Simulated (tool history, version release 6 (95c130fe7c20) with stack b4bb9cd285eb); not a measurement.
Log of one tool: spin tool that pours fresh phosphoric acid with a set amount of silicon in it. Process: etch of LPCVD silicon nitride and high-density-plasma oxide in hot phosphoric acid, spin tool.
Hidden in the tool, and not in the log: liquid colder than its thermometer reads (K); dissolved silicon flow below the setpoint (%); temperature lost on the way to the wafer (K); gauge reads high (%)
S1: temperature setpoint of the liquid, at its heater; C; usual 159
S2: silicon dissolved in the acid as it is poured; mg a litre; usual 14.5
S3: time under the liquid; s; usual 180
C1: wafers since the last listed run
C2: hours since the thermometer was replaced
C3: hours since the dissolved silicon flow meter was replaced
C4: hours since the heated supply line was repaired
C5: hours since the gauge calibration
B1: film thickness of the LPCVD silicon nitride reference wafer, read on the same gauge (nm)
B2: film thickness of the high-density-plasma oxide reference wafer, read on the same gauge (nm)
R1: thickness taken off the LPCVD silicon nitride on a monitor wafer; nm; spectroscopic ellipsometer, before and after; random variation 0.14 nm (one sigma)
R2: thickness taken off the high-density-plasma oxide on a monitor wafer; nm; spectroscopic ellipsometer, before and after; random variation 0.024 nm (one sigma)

| run | hour | S1 | S2 | S3 | C1 | C2 | C3 | C4 | C5 | B1 | B2 | R1 | R2 |
|---|---|---|---|---|---|---|---|---|---|---|---|---|---|
| 1 | 0 | 159 | 14.5 | 180 | 0 | 419.6 | 554.4 | 207.6 | 153.9 | 129.99 | 139.981 | 15.5 | 0.443 |
|  | 39.8 | dissolved silicon flow meter replaced |
|  | 119.6 | thermometer replaced |
| 2 | 146.2 | 159 | 14.5 | 180 | 954 | 26.6 | 106.4 | 353.8 | 300.1 | 130.03 | 140.003 | 14.99 | 0.419 |
| 3 | 179.5 | 159 | 14.5 | 180 | 220 | 59.9 | 139.7 | 387.1 | 333.4 | 130.04 | 140.016 | 15.02 | 0.392 |
| 4 | 237 | 159 | 14.5 | 100 | 380 | 117.4 | 197.2 | 444.6 | 390.9 | 130.01 | 140.053 | 8.24 | 0.244 |
| 5 | 285.2 | 159 | 14.5 | 100 | 319 | 165.6 | 245.4 | 492.8 | 439.1 | 130.01 | 139.964 | 8.08 | 0.203 |
| 6 | 357.6 | 159 | 8 | 180 | 479 | 238 | 317.8 | 565.2 | 511.5 | 130.01 | 139.972 | 14.6 | 0.456 |
| 7 | 391.3 | 159 | 8 | 180 | 223 | 271.7 | 351.5 | 598.9 | 545.2 | 129.96 | 139.97 | 14.3 | 0.455 |
| 8 | 422 | 159 | 8 | 180 | 203 | 302.4 | 382.2 | 629.6 | 575.9 | 129.99 | 139.984 | 14.47 | 0.466 |
|  | 439.6 | gauge calibrated |
|  | 563.5 | heated supply line repaired |
|  | 585 | dissolved silicon flow meter replaced |
| 9 | 614.2 | 159 | 14.5 | 180 | 1259 | 494.6 | 29.2 | 50.7 | 174.6 | 129.95 | 140.021 | 15.52 | 0.471 |
|  | 633 | thermometer replaced |
| 10 | 652.9 | 159 | 14.5 | 180 | 249 | 19.9 | 67.9 | 89.4 | 213.3 | 130.01 | 140.015 | 15.75 | 0.481 |
| 11 | 704.6 | 158 | 22 | 180 | 342 | 71.6 | 119.6 | 141.1 | 265 | 130.03 | 140.009 | 14.95 | 0.355 |
| 12 | 746.9 | 159 | 14.5 | 180 | 280 | 113.9 | 161.9 | 183.4 | 307.3 | 130 | 140.03 | 15.6 | 0.449 |
| 13 | 772.3 | 160.5 | 14.5 | 145 | 168 | 139.3 | 187.3 | 208.8 | 332.7 | 130 | 140.029 | 13.01 | 0.41 |
| 14 | 812.8 | 160 | 22 | 275 | 268 | 179.8 | 227.8 | 249.3 | 373.2 | 130.02 | 140.01 | 23.83 | 0.649 |
| 15 | 874.5 | 158 | 14.5 | 270 | 408 | 241.5 | 289.5 | 311 | 434.9 | 130.02 | 139.961 | 21.88 | 0.61 |
| 16 | 929.2 | 161.5 | 8 | 150 | 362 | 296.2 | 344.2 | 365.7 | 489.6 | 130.06 | 140.025 | 13.86 | 0.512 |
| 17 | 965.7 | 159 | 22 | 95 | 241 | 332.7 | 380.7 | 402.2 | 526.1 | 130.03 | 139.995 | 7.79 | 0.187 |
| 18 | 1019.8 | 160.5 | 21.5 | 270 | 358 | 386.8 | 434.8 | 456.3 | 580.2 | 130.01 | 140 | 23.45 | 0.55 |

Forecast each of these 5 alternatives for the next run:
| A | 1020.3 | 159 | 20.5 | 180 | 3 | 387.3 | 435.3 | 456.8 | 580.7 | ? | ? | ? | ? |
| B | 1020.3 | 158 | 9 | 135 | 3 | 387.3 | 435.3 | 456.8 | 580.7 | ? | ? | ? | ? |
| C | 1020.3 | 158 | 4 | 140 | 3 | 387.3 | 435.3 | 456.8 | 580.7 | ? | ? | ? | ? |
| D | 1020.3 | 159 | 14.5 | 110 | 3 | 387.3 | 435.3 | 456.8 | 580.7 | ? | ? | ? | ? |
| E | 1020.3 | 159 | 14.5 | 290 | 3 | 387.3 | 435.3 | 456.8 | 580.7 | ? | ? | ? | ? |

| run | B1 | B2 | R1 | R2 |
|---|---|---|---|---|
| A | 129.99 | 139.965 | 14.71 | 0.362 |
| B | 129.99 | 139.965 | 10.66 | 0.335 |
| C | 129.99 | 139.965 | 11.06 | 0.386 |
| D | 129.99 | 139.965 | 8.99 | 0.259 |
| E | 129.99 | 139.965 | 23.7 | 0.684 |
Without the tool's hidden state the same runs would have given:
| run | R1 | R2 |
|---|---|---|
| A | 15.72 | 0.418 |
| B | 11.4 | 0.388 |
| C | 11.82 | 0.446 |
| D | 9.6 | 0.3 |
| E | 25.32 | 0.791 |

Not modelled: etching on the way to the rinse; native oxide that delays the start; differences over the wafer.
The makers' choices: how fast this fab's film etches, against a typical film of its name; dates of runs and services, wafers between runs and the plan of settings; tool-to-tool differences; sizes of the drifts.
